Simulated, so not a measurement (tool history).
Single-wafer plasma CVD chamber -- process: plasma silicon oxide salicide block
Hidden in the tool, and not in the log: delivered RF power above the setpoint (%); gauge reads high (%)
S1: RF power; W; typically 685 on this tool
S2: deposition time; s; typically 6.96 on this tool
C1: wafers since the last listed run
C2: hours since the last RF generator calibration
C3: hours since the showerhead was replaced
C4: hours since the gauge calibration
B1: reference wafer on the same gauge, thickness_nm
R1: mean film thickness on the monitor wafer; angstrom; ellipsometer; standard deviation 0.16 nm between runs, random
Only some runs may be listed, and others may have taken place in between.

run	hour	S1	S2	C1	C2	C3	C4	B1	R1
1	0	685	6.96	0	751.8	3184.9	1613.8	81.706	744.88
2	25.7	685	6.96	911	777.5	3210.6	1639.5	81.706	748.26
3	59.6	685	6.96	1202	811.4	3244.5	1673.4	81.717	750.25
4	85.2	685	6.96	908	837	3270.1	1699	81.72	747.96
5	162.9	685	6.96	2757	914.7	3347.8	1776.7	81.724	744.44
6	217.6	685	6.96	1941	969.4	3402.5	1831.4	81.683	743.79
7	242.5	685	6.96	883	994.3	3427.4	1856.3	81.726	743.49
8	301.1	685	6.96	2079	1052.9	3486	1914.9	81.692	742.18
# hour 340.1: RF generator calibrated
9	349.2	630	6.96	1422	9.1	3534.1	1963	81.679	742.76
10	408	630	6.96	2086	67.9	3592.9	2021.8	81.742	744.47
11	449.6	685	5.99	1476	109.5	3634.5	2063.4	81.74	653.18
12	619.4	685	5.99	6025	279.3	3804.3	2233.2	81.695	652.34
13	644.7	685	5.99	897	304.6	3829.6	2258.5	81.686	652.63
14	677	685	7.45	1146	336.9	3861.9	2290.8	81.669	811.81
# hour 690.9: showerhead replaced
15	742.6	685	7.45	2043	402.5	51.7	2356.4	81.674	811.32
16	769.7	685	7.62	961	429.6	78.8	2383.5	81.67	827.08
17	832	685	7.62	2210	491.9	141.1	2445.8	81.668	826.57
18	877.3	685	6.96	1607	537.2	186.4	2491.1	81.683	751.17
19	915.3	755	6.96	1348	575.2	224.4	2529.1	81.712	770.11
20	987.1	755	6.96	2547	647	296.2	2600.9	81.7	772.64
21	1030.7	740	8.23	1547	690.6	339.8	2644.5	81.732	903.69
# hour 1054.7: gauge calibrated
22	1075.2	620	7.83	1579	735.1	384.3	20.5	81.644	817.94
# hour 1177.4: RF generator calibrated
23	1203.4	685	6.96	4265	26	512.5	148.7	81.671	760.69
24	1246.3	685	6.96	1522	68.9	555.4	191.6	81.729	761.06
25	1282.6	685	7.57	1288	105.2	591.7	227.9	81.666	826.84
26	1319.2	620	5.61	1298	141.8	628.3	264.5	81.721	596.66
27	1390.4	560	7.47	2526	213	699.5	335.7	81.757	772.3
28	1427.8	685	6.96	1327	250.4	736.9	373.1	81.691	761.6
29	1485	620	6.16	2029	307.6	794.1	430.3	81.715	651.62
30	1541.3	575	6.96	1997	363.9	850.4	486.6	81.677	721.82
31	1574.7	795	6.45	1185	397.3	883.8	520	81.691	731.78
32	1615.2	685	6.96	1437	437.8	924.3	560.5	81.689	755.03
33	1658.7	685	7.63	1543	481.3	967.8	604	81.709	828.48
34	1689.9	620	5.61	1107	512.5	999	635.2	81.682	591.6
35	1758.4	685	7.95	2430	581	1067.5	703.7	81.703	859.14
36	1823.8	605	6.18	2320	646.4	1132.9	769.1	81.7	642.87
37	1882.3	770	7.36	2075	704.9	1191.4	827.6	81.707	821.52
38	1917.8	685	6.96	1259	740.4	1226.9	863.1	81.723	747.47
39	1958.7	615	6.08	1451	781.3	1267.8	904	81.68	635.21
40	2012.3	595	6.37	1901	834.9	1321.4	957.6	81.676	659.82
41	2077.1	815	8.34	2299	899.7	1386.2	1022.4	81.699	938.99
# hour 2092.4: RF generator calibrated
42	2123.2	685	6.96	1351	30.8	1432.3	1068.5	81.733	763.14
43	2175.4	750	5.59	1852	83	1484.5	1120.7	81.673	627.46
44	2202.5	740	6.96	961	110.1	1511.6	1147.8	81.676	777.03

Give the tool's hidden conditions for every run:
gauge reads high (%): 0, the same for each run
H1: delivered RF power above the setpoint (%)
run	H1
1	-7.21
2	-7.43
3	-7.71
4	-7.92
5	-8.57
6	-9.02
7	-9.23
8	-9.71
9	-0.275
10	-0.763
11	-1.11
12	-2.52
13	-2.73
14	-3
15	-3.54
16	-3.76
17	-4.28
18	-4.66
19	-4.97
20	-5.57
21	-5.93
22	-6.3
23	-0.239
24	-0.595
25	-0.896
26	-1.2
27	-1.79
28	-2.1
29	-2.58
30	-3.04
31	-3.32
32	-3.66
33	-4.02
34	-4.28
35	-4.84
36	-5.39
37	-5.87
38	-6.17
39	-6.51
40	-6.95
41	-7.49
42	-1.5
43	-1.93
44	-2.15
